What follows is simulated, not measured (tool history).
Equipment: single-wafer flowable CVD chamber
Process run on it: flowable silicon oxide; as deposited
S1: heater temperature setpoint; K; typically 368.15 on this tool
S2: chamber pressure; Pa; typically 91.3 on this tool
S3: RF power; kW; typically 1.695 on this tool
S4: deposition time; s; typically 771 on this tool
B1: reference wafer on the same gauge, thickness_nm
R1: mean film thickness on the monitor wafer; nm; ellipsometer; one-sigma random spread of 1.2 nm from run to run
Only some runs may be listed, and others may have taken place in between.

| run | hour | S1 | S2 | S3 | S4 | B1 | R1 |
|---|---|---|---|---|---|---|---|
| 1 | 0.0 | 374.15 | 91.3 | 1.695 | 771 | 350.113 | 344.496 |
| 2 | 51.4 | 368.15 | 91.3 | 1.695 | 771 | 350.000 | 426.783 |
| 3 | 207.8 | 368.15 | 91.3 | 1.695 | 771 | 349.837 | 426.265 |
| 4 | 278.0 | 368.15 | 91.3 | 1.695 | 771 | 350.153 | 424.507 |
|  | 332.2 | RF generator calibrated |
| 5 | 341.5 | 368.15 | 91.3 | 1.695 | 771 | 350.000 | 423.794 |
| 6 | 395.1 | 368.15 | 91.3 | 1.695 | 771 | 349.794 | 425.761 |
| 7 | 444.3 | 363.15 | 91.3 | 1.695 | 771 | 350.225 | 506.613 |
| 8 | 490.1 | 368.15 | 91.3 | 1.695 | 771 | 350.416 | 421.917 |
| 9 | 541.6 | 368.15 | 91.3 | 1.695 | 771 | 349.592 | 423.091 |
| 10 | 593.9 | 368.15 | 91.3 | 1.695 | 771 | 349.808 | 421.814 |
| 11 | 644.3 | 368.15 | 83.3 | 1.695 | 679 | 349.916 | 339.047 |
|  | 672.4 | showerhead replaced |
| 12 | 692.9 | 375.15 | 91.3 | 1.905 | 682 | 349.361 | 296.475 |
| 13 | 718.2 | 377.15 | 112.9 | 2.005 | 705 | 349.857 | 356.130 |
|  | 729.8 | thermocouple changed; heater temperature recalibrated |
| 14 | 762.8 | 368.15 | 91.3 | 1.695 | 712 | 350.347 | 388.123 |
|  | 766.0 | gauge calibrated |
|  | 795.5 | capacitance manometer re-zeroed and calibrated |
| 15 | 802.1 | 377.15 | 112.9 | 2.005 | 705 | 350.431 | 348.292 |
| 16 | 830.9 | 368.15 | 91.3 | 1.695 | 852 | 350.144 | 450.595 |
| 17 | 870.5 | 368.15 | 91.3 | 1.695 | 771 | 350.208 | 409.194 |
| 18 | 933.8 | 368.15 | 83.9 | 1.695 | 771 | 349.797 | 375.647 |
| 19 | 958.9 | 383.15 | 106.3 | 1.880 | 917 | 349.844 | 339.693 |
| 20 | 1015.3 | 368.15 | 91.3 | 1.695 | 818 | 349.312 | 434.607 |
| 21 | 1045.3 | 356.15 | 77.9 | 1.695 | 711 | 350.158 | 483.712 |
|  | 1075.8 | capacitance manometer re-zeroed and calibrated, repeated, since the last time left the tool worse |
| 22 | 1183.9 | 377.15 | 105.1 | 1.695 | 771 | 349.680 | 360.932 |
| 23 | 1254.3 | 368.15 | 91.3 | 1.695 | 669 | 349.984 | 374.066 |
| 24 | 1292.8 | 375.15 | 91.3 | 1.905 | 682 | 350.366 | 303.939 |
|  | 1356.4 | RF generator calibrated |
| 25 | 1356.9 | 368.15 | 91.3 | 1.795 | 771 | 350.428 | 438.290 |
| 26 | 1384.4 | 375.15 | 101.3 | 1.505 | 771 | 350.469 | 363.833 |
| 27 | 1412.2 | 377.15 | 91.3 | 1.695 | 771 | 349.748 | 313.387 |
| 28 | 1472.3 | 368.15 | 91.3 | 1.695 | 771 | 349.753 | 430.683 |
| 29 | 1517.0 | 359.15 | 72.7 | 1.695 | 771 | 349.952 | 466.683 |

Give the tool's hidden conditions for every run:
wafer temperature above the value expected at the setpoint (K): 0, the same for each run
delivered RF power above the setpoint (%): 0, the same for each run
gauge reads high (%): 0, the same for each run
H1: true pressure above the setpoint (%)
| run | H1 |
|---|---|
| 1 | -1.92 |
| 2 | -2.01 |
| 3 | -2.27 |
| 4 | -2.39 |
| 5 | -2.5 |
| 6 | -2.59 |
| 7 | -2.67 |
| 8 | -2.75 |
| 9 | -2.84 |
| 10 | -2.92 |
| 11 | -3.01 |
| 12 | -3.09 |
| 13 | -3.13 |
| 14 | -3.21 |
| 15 | -5.78 |
| 16 | -5.83 |
| 17 | -5.9 |
| 18 | -6.01 |
| 19 | -6.05 |
| 20 | -6.14 |
| 21 | -6.19 |
| 22 | -0.586 |
| 23 | -0.705 |
| 24 | -0.769 |
| 25 | -0.877 |
| 26 | -0.923 |
| 27 | -0.97 |
| 28 | -1.07 |
| 29 | -1.15 |
